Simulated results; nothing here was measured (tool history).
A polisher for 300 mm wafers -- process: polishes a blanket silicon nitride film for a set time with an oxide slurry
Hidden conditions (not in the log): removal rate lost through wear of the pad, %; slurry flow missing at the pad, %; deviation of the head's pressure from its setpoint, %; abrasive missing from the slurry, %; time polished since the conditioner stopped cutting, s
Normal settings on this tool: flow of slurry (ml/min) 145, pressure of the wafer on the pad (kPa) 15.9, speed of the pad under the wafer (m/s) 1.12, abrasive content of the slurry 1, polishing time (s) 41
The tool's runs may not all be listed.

| run | day | flow of slurry (ml/min) | pressure of the wafer on the pad (kPa) | speed of the pad under the wafer (m/s) | abrasive content of the slurry | polishing time (s) | wafers since the last listed run | wafers polished on this pad | hours since the slurry nozzle was cleaned | hours since the head pressure was calibrated | hours since the slurry blender was calibrated | hours since the conditioning disc was replaced | incoming thickness of the incoming film, nm | film removed (angstrom) |
|---|---|---|---|---|---|---|---|---|---|---|---|---|---|---|
| 1 | 0 | 185 | 15.9 | 1.12 | 1 | 41 | 0 | 264 | 291.2 | 1329.4 | 167.9 | 140 | 254.3 | 186 |
| 2 | 0.258 | 185 | 15.9 | 1.12 | 1 | 41 | 49 | 313 | 297.4 | 1335.6 | 174.1 | 146.2 | 248.4 | 184 |
|  | 0.542 | conditioning disc replaced and pad reconditioned |
| 3 | 0.6 | 145 | 15.9 | 0.8 | 1 | 41 | 49 | 363 | 305.6 | 1343.8 | 182.3 | 1.4 | 247.3 | 156 |
| 4 | 1.017 | 145 | 15.9 | 0.8 | 1 | 41 | 79 | 443 | 315.6 | 1353.8 | 192.3 | 11.4 | 248.2 | 160 |
| 5 | 1.554 | 145 | 15.9 | 0.8 | 1 | 41 | 103 | 546 | 328.5 | 1366.7 | 205.2 | 24.3 | 249 | 155 |
|  | 1.992 | head pressure recalibrated |
| 6 | 2.233 | 145 | 15.9 | 1.3 | 1 | 41 | 114 | 660 | 344.8 | 5.8 | 221.5 | 40.6 | 252.6 | 208 |
| 7 | 2.629 | 145 | 15.9 | 1.3 | 1 | 41 | 75 | 736 | 354.3 | 15.3 | 231 | 50.1 | 250.1 | 198 |
| 8 | 3.238 | 145 | 15.9 | 1.12 | 1 | 41 | 116 | 853 | 368.9 | 29.9 | 245.6 | 64.7 | 253 | 182 |
|  | 3.688 | worn pad replaced by a new one |
| 9 | 3.7 | 145 | 15.9 | 1.12 | 1.3 | 36 | 56 | 2 | 380 | 41 | 256.7 | 75.8 | 247.2 | 181 |
| 10 | 4.442 | 145 | 15.9 | 1.12 | 1 | 41 | 142 | 144 | 397.8 | 58.8 | 274.5 | 93.6 | 255.6 | 184 |
| 11 | 5.138 | 145 | 13.8 | 1.4 | 1.15 | 45 | 133 | 277 | 414.5 | 75.5 | 291.2 | 110.3 | 249.5 | 226 |
| 12 | 5.525 | 185 | 11.7 | 0.74 | 0.8 | 41 | 74 | 352 | 423.8 | 84.8 | 300.5 | 119.6 | 251.6 | 111 |
| 13 | 6.029 | 145 | 15.9 | 1.12 | 1.15 | 52 | 96 | 448 | 435.9 | 96.9 | 312.6 | 131.7 | 250.8 | 228 |
|  | 6.396 | slurry blender recalibrated |
| 14 | 6.65 | 120 | 11.7 | 1.4 | 1 | 54 | 103 | 551 | 450.8 | 111.8 | 6.1 | 146.6 | 248.7 | 215 |
| 15 | 7.175 | 145 | 15.9 | 1.12 | 1 | 41 | 100 | 652 | 463.4 | 124.4 | 18.7 | 159.2 | 247.6 | 167 |
|  | 7.288 | conditioning disc replaced and pad reconditioned |
| 16 | 7.717 | 145 | 12.4 | 1.4 | 1 | 32 | 87 | 740 | 476.4 | 137.4 | 31.7 | 10.3 | 254 | 164 |
| 17 | 8.212 | 145 | 20.7 | 1.24 | 1 | 41 | 95 | 835 | 488.3 | 149.3 | 43.6 | 22.2 | 253.1 | 255 |
|  | 8.462 | slurry nozzle cleaned |
|  | 8.688 | worn pad replaced by a new one |
| 18 | 8.946 | 125 | 15.9 | 1.36 | 1 | 46 | 100 | 49 | 11.6 | 166.9 | 61.2 | 39.8 | 251.2 | 253 |
| 19 | 10.654 | 145 | 15.9 | 0.96 | 1 | 41 | 327 | 377 | 52.6 | 207.9 | 102.2 | 80.8 | 249.2 | 173 |
| 20 | 12.508 | 165 | 20 | 1.26 | 1 | 41 | 355 | 733 | 97.1 | 252.4 | 146.7 | 125.3 | 248.9 | 223 |
|  | 13.554 | worn pad replaced by a new one |
| 21 | 13.667 | 145 | 13.1 | 1.12 | 1.1 | 33 | 190 | 21 | 124.9 | 280.2 | 174.5 | 153.1 | 248.4 | 135 |
|  | 14.792 | conditioning disc replaced and pad reconditioned |
| 22 | 15.029 | 145 | 13.1 | 1.12 | 1.1 | 41 | 245 | 267 | 157.6 | 312.9 | 207.2 | 5.7 | 248.2 | 190 |
| 23 | 15.654 | 145 | 15.9 | 1.12 | 1 | 41 | 119 | 387 | 172.6 | 327.9 | 222.2 | 20.7 | 254.2 | 206 |
| 24 | 16.079 | 145 | 15.9 | 1.12 | 1 | 41 | 81 | 468 | 182.8 | 338.1 | 232.4 | 30.9 | 252 | 204 |
| 25 | 16.767 | 145 | 15.9 | 1.44 | 1 | 41 | 131 | 600 | 199.3 | 354.6 | 248.9 | 47.4 | 249.6 | 232 |
|  | 17.121 | slurry blender recalibrated |
| 26 | 17.158 | 110 | 20 | 1.42 | 1 | 54 | 59 | 659 | 208.7 | 364 | 0.9 | 56.8 | 246.6 | 322 |

Consider 4 possible next runs. They are alternatives, not a sequence: every one starts from the tool as it was left by run 26. What does each give?
| A | 17.175 | 145 | 12.4 | 1.12 | 1 | 41 | 3 | 662 | 209.1 | 364.4 | 1.3 | 57.2 | 250.6 | ? |
| B | 17.175 | 160 | 20 | 1.48 | 0.9 | 41 | 3 | 662 | 209.1 | 364.4 | 1.3 | 57.2 | 250.6 | ? |
| C | 17.175 | 175 | 11 | 1.12 | 1 | 41 | 3 | 662 | 209.1 | 364.4 | 1.3 | 57.2 | 250.6 | ? |
| D | 17.175 | 145 | 15.9 | 1.12 | 1 | 35 | 3 | 662 | 209.1 | 364.4 | 1.3 | 57.2 | 250.6 | ? |

| run | film removed (angstrom) |
|---|---|
| A | 165 |
| B | 255 |
| C | 161 |
| D | 161 |
With the hidden condition removed and each run's random variation left untouched, the same runs would have given:
| run | film removed (angstrom) |
|---|---|
| A | 190 |
| B | 305 |
| C | 185 |
| D | 186 |
